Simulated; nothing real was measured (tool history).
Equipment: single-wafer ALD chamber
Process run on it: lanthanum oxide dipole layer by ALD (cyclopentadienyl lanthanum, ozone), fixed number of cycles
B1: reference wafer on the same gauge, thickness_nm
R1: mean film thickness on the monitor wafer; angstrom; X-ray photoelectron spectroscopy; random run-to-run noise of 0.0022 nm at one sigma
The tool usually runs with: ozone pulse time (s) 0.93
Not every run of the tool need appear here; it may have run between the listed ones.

{"run": 1, "hour": 0.0, "ozone pulse time (s)": 0.93, "B1": 0.435, "R1": 4.57}
{"run": 2, "hour": 17.3, "ozone pulse time (s)": 0.93, "B1": 0.435, "R1": 4.53}
{"run": 3, "hour": 24.1, "ozone pulse time (s)": 1.14, "B1": 0.435, "R1": 5.01}
{"run": 4, "hour": 34.5, "ozone pulse time (s)": 0.93, "B1": 0.436, "R1": 4.5}
{"run": 5, "hour": 43.9, "ozone pulse time (s)": 0.93, "B1": 0.435, "R1": 4.49}
{"run": 6, "hour": 58.9, "ozone pulse time (s)": 1.2, "B1": 0.435, "R1": 5.06}
{"run": 7, "hour": 64.9, "ozone pulse time (s)": 1.2, "B1": 0.435, "R1": 5}
{"run": 8, "hour": 79.8, "ozone pulse time (s)": 1.2, "B1": 0.434, "R1": 4.96}
{"run": 9, "hour": 95.3, "ozone pulse time (s)": 0.93, "B1": 0.436, "R1": 4.37}
{"run": 10, "hour": 104.6, "ozone pulse time (s)": 0.93, "B1": 0.436, "R1": 4.32}
{"run": 11, "hour": 121.9, "ozone pulse time (s)": 0.93, "B1": 0.435, "R1": 4.27}
{"run": 12, "hour": 128.6, "ozone pulse time (s)": 0.93, "B1": 0.435, "R1": 4.29}
{"run": 13, "hour": 161.7, "ozone pulse time (s)": 1.11, "B1": 0.435, "R1": 4.62}
{"hour": 194.7, "done": "showerhead replaced"}
{"hour": 197.9, "done": "thermocouple changed; heater temperature recalibrated"}
{"hour": 201.1, "done": "ozone generator serviced"}
{"run": 14, "hour": 201.6, "ozone pulse time (s)": 1.22, "B1": 0.435, "R1": 5.73}
{"run": 15, "hour": 201.9, "ozone pulse time (s)": 0.59, "B1": 0.435, "R1": 4.25}
{"run": 16, "hour": 205.6, "ozone pulse time (s)": 1.06, "B1": 0.435, "R1": 5.51}
{"hour": 207.8, "done": "gauge calibrated"}
{"run": 17, "hour": 222.2, "ozone pulse time (s)": 0.93, "B1": 0.436, "R1": 5.28}
{"run": 18, "hour": 231.3, "ozone pulse time (s)": 0.71, "B1": 0.435, "R1": 4.71}

For run 19, what comes out?
{"run": 19, "hour": 240.8, "ozone pulse time (s)": 0.93, "B1": "?", "R1": "?"}

{"run 19": {"B1": 0.435, "R1": 5.28}}
On a tool with no hidden condition, and with the same random variation, this run would have come out at R1 5.3 angstrom.

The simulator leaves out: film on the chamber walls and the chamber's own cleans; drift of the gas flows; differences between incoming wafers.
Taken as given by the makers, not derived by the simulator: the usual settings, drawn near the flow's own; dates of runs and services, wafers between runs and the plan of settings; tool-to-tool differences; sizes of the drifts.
